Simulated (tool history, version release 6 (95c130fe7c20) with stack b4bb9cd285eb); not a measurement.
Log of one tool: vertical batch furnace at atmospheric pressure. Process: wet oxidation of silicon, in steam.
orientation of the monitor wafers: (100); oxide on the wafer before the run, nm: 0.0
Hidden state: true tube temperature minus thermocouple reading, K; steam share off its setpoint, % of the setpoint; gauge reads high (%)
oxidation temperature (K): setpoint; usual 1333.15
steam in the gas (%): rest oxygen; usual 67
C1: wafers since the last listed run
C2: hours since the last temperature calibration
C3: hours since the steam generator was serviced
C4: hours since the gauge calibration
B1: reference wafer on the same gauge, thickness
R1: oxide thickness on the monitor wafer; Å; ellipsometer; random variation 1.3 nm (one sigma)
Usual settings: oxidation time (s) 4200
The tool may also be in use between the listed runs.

run 1 hour=0 | oxidation_temperature_(K)=1333.15 oxidation_time_(s)=4200 steam_in_the_gas_(%)=67 | C1=0 C2=2570.3 C3=2270.5 C4=42.7 | B1=503.99 | R1=4581.8
run 2 hour=28.3 | oxidation_temperature_(K)=1333.15 oxidation_time_(s)=4200 steam_in_the_gas_(%)=67 | C1=324 C2=2598.6 C3=2298.8 C4=71 | B1=504.19 | R1=4636.2
run 3 hour=51 | oxidation_temperature_(K)=1333.15 oxidation_time_(s)=4200 steam_in_the_gas_(%)=67 | C1=260 C2=2621.3 C3=2321.5 C4=93.7 | B1=504.11 | R1=4599.5
run 4 hour=74.3 | oxidation_temperature_(K)=1333.15 oxidation_time_(s)=4200 steam_in_the_gas_(%)=67 | C1=266 C2=2644.6 C3=2344.8 C4=117 | B1=504.07 | R1=4591.8
run 5 hour=140.5 | oxidation_temperature_(K)=1333.15 oxidation_time_(s)=4200 steam_in_the_gas_(%)=67 | C1=758 C2=2710.8 C3=2411 C4=183.2 | B1=504.27 | R1=4620.6
run 6 hour=156.3 | oxidation_temperature_(K)=1333.15 oxidation_time_(s)=4200 steam_in_the_gas_(%)=67 | C1=181 C2=2726.6 C3=2426.8 C4=199 | B1=504.21 | R1=4601.5
run 7 hour=188.5 | oxidation_temperature_(K)=1333.15 oxidation_time_(s)=4200 steam_in_the_gas_(%)=67 | C1=368 C2=2758.8 C3=2459 C4=231.2 | B1=504.1 | R1=4614.4
run 8 hour=215.1 | oxidation_temperature_(K)=1333.15 oxidation_time_(s)=4200 steam_in_the_gas_(%)=67 | C1=304 C2=2785.4 C3=2485.6 C4=257.8 | B1=503.89 | R1=4586.4
run 9 hour=235.7 | oxidation_temperature_(K)=1333.15 oxidation_time_(s)=4200 steam_in_the_gas_(%)=67 | C1=236 C2=2806 C3=2506.2 C4=278.4 | B1=503.97 | R1=4622.3
-- hour=268 thermocouples replaced and temperature profile calibrated
run 10 hour=268.5 | oxidation_temperature_(K)=1342.15 oxidation_time_(s)=3480 steam_in_the_gas_(%)=67 | C1=100 C2=0.5 C3=2539 C4=311.2 | B1=504.05 | R1=4309.3
run 11 hour=280.5 | oxidation_temperature_(K)=1333.15 oxidation_time_(s)=4200 steam_in_the_gas_(%)=67 | C1=137 C2=12.5 C3=2551 C4=323.2 | B1=503.88 | R1=4615.3
run 12 hour=306.3 | oxidation_temperature_(K)=1333.15 oxidation_time_(s)=4200 steam_in_the_gas_(%)=67 | C1=295 C2=38.3 C3=2576.8 C4=349 | B1=503.59 | R1=4582.5
run 13 hour=332.1 | oxidation_temperature_(K)=1333.15 oxidation_time_(s)=4200 steam_in_the_gas_(%)=67 | C1=295 C2=64.1 C3=2602.6 C4=374.8 | B1=504.11 | R1=4596.9
run 14 hour=365.5 | oxidation_temperature_(K)=1333.15 oxidation_time_(s)=4200 steam_in_the_gas_(%)=67 | C1=382 C2=97.5 C3=2636 C4=408.2 | B1=504.27 | R1=4585.2
run 15 hour=379 | oxidation_temperature_(K)=1333.15 oxidation_time_(s)=4200 steam_in_the_gas_(%)=67 | C1=154 C2=111 C3=2649.5 C4=421.7 | B1=504.02 | R1=4625.3
run 16 hour=392.9 | oxidation_temperature_(K)=1333.15 oxidation_time_(s)=4200 steam_in_the_gas_(%)=67 | C1=159 C2=124.9 C3=2663.4 C4=435.6 | B1=504.01 | R1=4588.6
-- hour=433.1 steam generator serviced
run 17 hour=433.6 | oxidation_temperature_(K)=1339.15 oxidation_time_(s)=4200 steam_in_the_gas_(%)=76 | C1=191 C2=165.6 C3=0.5 C4=476.3 | B1=503.74 | R1=5430.1
run 18 hour=438.7 | oxidation_temperature_(K)=1333.15 oxidation_time_(s)=5880 steam_in_the_gas_(%)=59 | C1=58 C2=170.7 C3=5.6 C4=481.4 | B1=504.08 | R1=5528.3
run 19 hour=455.8 | oxidation_temperature_(K)=1355.15 oxidation_time_(s)=4200 steam_in_the_gas_(%)=67 | C1=195 C2=187.8 C3=22.7 C4=498.5 | B1=503.92 | R1=5402.4
run 20 hour=481 | oxidation_temperature_(K)=1333.15 oxidation_time_(s)=4200 steam_in_the_gas_(%)=67 | C1=288 C2=213 C3=47.9 C4=523.7 | B1=504.01 | R1=4858.8
run 21 hour=514.9 | oxidation_temperature_(K)=1333.15 oxidation_time_(s)=3000 steam_in_the_gas_(%)=60 | C1=388 C2=246.9 C3=81.8 C4=557.6 | B1=504.05 | R1=3676.2
run 22 hour=535.8 | oxidation_temperature_(K)=1345.15 oxidation_time_(s)=5460 steam_in_the_gas_(%)=60 | C1=239 C2=267.8 C3=102.7 C4=578.5 | B1=503.98 | R1=5630.2
run 23 hour=549.1 | oxidation_temperature_(K)=1316.15 oxidation_time_(s)=4200 steam_in_the_gas_(%)=67 | C1=152 C2=281.1 C3=116 C4=591.8 | B1=504 | R1=4419.3
-- hour=555.2 gauge calibrated
run 24 hour=568.4 | oxidation_temperature_(K)=1333.15 oxidation_time_(s)=2550 steam_in_the_gas_(%)=67 | C1=221 C2=300.4 C3=135.3 C4=13.2 | B1=503.97 | R1=3551.8
run 25 hour=580.7 | oxidation_temperature_(K)=1333.15 oxidation_time_(s)=4200 steam_in_the_gas_(%)=67 | C1=140 C2=312.7 C3=147.6 C4=25.5 | B1=504.1 | R1=4826.2
run 26 hour=601.7 | oxidation_temperature_(K)=1346.15 oxidation_time_(s)=3390 steam_in_the_gas_(%)=59 | C1=240 C2=333.7 C3=168.6 C4=46.5 | B1=503.75 | R1=4201.7
run 27 hour=626.9 | oxidation_temperature_(K)=1333.15 oxidation_time_(s)=6090 steam_in_the_gas_(%)=67 | C1=288 C2=358.9 C3=193.8 C4=71.7 | B1=503.95 | R1=6014.2
run 28 hour=646.2 | oxidation_temperature_(K)=1333.15 oxidation_time_(s)=4200 steam_in_the_gas_(%)=61 | C1=221 C2=378.2 C3=213.1 C4=91 | B1=503.97 | R1=4547.1
run 29 hour=676.6 | oxidation_temperature_(K)=1311.15 oxidation_time_(s)=4200 steam_in_the_gas_(%)=67 | C1=348 C2=408.6 C3=243.5 C4=121.4 | B1=504.22 | R1=4263.8
run 30 hour=694.2 | oxidation_temperature_(K)=1333.15 oxidation_time_(s)=2250 steam_in_the_gas_(%)=67 | C1=201 C2=426.2 C3=261.1 C4=139 | B1=503.74 | R1=3266.8
run 31 hour=711.7 | oxidation_temperature_(K)=1356.15 oxidation_time_(s)=4920 steam_in_the_gas_(%)=75 | C1=200 C2=443.7 C3=278.6 C4=156.5 | B1=504.16 | R1=6268.6

The same runs without the tool's hidden state, with the same run-to-run variation:
run=1 R1=4845
run=2 R1=4903.2
run=3 R1=4865
run=4 R1=4857.3
run=5 R1=4889.3
run=6 R1=4869.3
run=7 R1=4883.7
run=8 R1=4854.6
run=9 R1=4892.9
run=10 R1=4561.3
run=11 R1=4886.3
run=12 R1=4852.1
run=13 R1=4867.8
run=14 R1=4856
run=15 R1=4898.6
run=16 R1=4860
run=17 R1=5432
run=18 R1=5531.8
run=19 R1=5410.6
run=20 R1=4873.1
run=21 R1=3694.4
run=22 R1=5661.8
run=23 R1=4449.1
run=24 R1=3579.4
run=25 R1=4865
run=26 R1=4239.8
run=27 R1=6074.1
run=28 R1=4598.2
run=29 R1=4319.8
run=30 R1=3312.7
run=31 R1=6351.4

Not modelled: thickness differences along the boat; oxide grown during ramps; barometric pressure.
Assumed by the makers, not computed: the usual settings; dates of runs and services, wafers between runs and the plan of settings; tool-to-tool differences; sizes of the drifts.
